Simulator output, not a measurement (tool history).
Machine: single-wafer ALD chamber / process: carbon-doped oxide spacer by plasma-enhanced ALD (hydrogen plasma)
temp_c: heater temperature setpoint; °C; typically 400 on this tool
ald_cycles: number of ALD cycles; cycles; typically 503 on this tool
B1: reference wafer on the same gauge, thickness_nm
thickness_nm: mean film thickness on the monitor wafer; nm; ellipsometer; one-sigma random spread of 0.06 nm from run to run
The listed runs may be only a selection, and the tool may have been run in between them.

run 1 hour=0.0 | temp_c=400 ald_cycles=503 | B1=26.215 | thickness_nm=23.782
run 2 hour=53.5 | temp_c=400 ald_cycles=503 | B1=26.200 | thickness_nm=23.739
run 3 hour=249.9 | temp_c=400 ald_cycles=503 | B1=26.201 | thickness_nm=23.792
run 4 hour=289.9 | temp_c=400 ald_cycles=462 | B1=26.199 | thickness_nm=21.877
run 5 hour=347.2 | temp_c=400 ald_cycles=474 | B1=26.207 | thickness_nm=22.349
run 6 hour=415.2 | temp_c=388 ald_cycles=561 | B1=26.209 | thickness_nm=26.924
-- hour=454.0 thermocouple changed; heater temperature recalibrated
run 7 hour=580.3 | temp_c=388 ald_cycles=561 | B1=26.213 | thickness_nm=26.841
run 8 hour=650.5 | temp_c=400 ald_cycles=503 | B1=26.189 | thickness_nm=24.138
run 9 hour=708.8 | temp_c=400 ald_cycles=503 | B1=26.208 | thickness_nm=24.180
-- hour=758.5 gauge calibrated
run 10 hour=769.0 | temp_c=400 ald_cycles=503 | B1=26.201 | thickness_nm=24.036
run 11 hour=797.7 | temp_c=400 ald_cycles=503 | B1=26.202 | thickness_nm=24.100
run 12 hour=869.4 | temp_c=400 ald_cycles=535 | B1=26.198 | thickness_nm=25.588
run 13 hour=909.4 | temp_c=408 ald_cycles=543 | B1=26.199 | thickness_nm=25.444
run 14 hour=957.1 | temp_c=410 ald_cycles=601 | B1=26.199 | thickness_nm=27.943
run 15 hour=985.5 | temp_c=400 ald_cycles=503 | B1=26.197 | thickness_nm=24.182
run 16 hour=1043.0 | temp_c=391 ald_cycles=542 | B1=26.202 | thickness_nm=26.011
run 17 hour=1077.3 | temp_c=396 ald_cycles=556 | B1=26.207 | thickness_nm=26.712
run 18 hour=1144.0 | temp_c=413 ald_cycles=425 | B1=26.204 | thickness_nm=19.633
run 19 hour=1192.0 | temp_c=405 ald_cycles=438 | B1=26.197 | thickness_nm=20.568
run 20 hour=1221.1 | temp_c=407 ald_cycles=503 | B1=26.209 | thickness_nm=23.552

Each row is a separate what-if for the run after 20, all from the same tool condition, not one after another. Results?
run A hour=1222.3 | temp_c=410 ald_cycles=503 | B1=? | thickness_nm=?
run B hour=1222.3 | temp_c=409 ald_cycles=453 | B1=? | thickness_nm=?
run C hour=1222.3 | temp_c=393 ald_cycles=503 | B1=? | thickness_nm=?
run D hour=1222.3 | temp_c=413 ald_cycles=503 | B1=? | thickness_nm=?
run E hour=1222.3 | temp_c=404 ald_cycles=503 | B1=? | thickness_nm=?

run=A B1=26.199 thickness_nm=23.367
run=B B1=26.199 thickness_nm=21.102
run=C B1=26.199 thickness_nm=24.181
run=D B1=26.199 thickness_nm=23.176
run=E B1=26.199 thickness_nm=23.751
What these runs would have given with no unlogged condition in the tool:
run=A thickness_nm=23.543
run=B thickness_nm=21.260
run=C thickness_nm=24.181
run=D thickness_nm=23.351
run=E thickness_nm=23.926
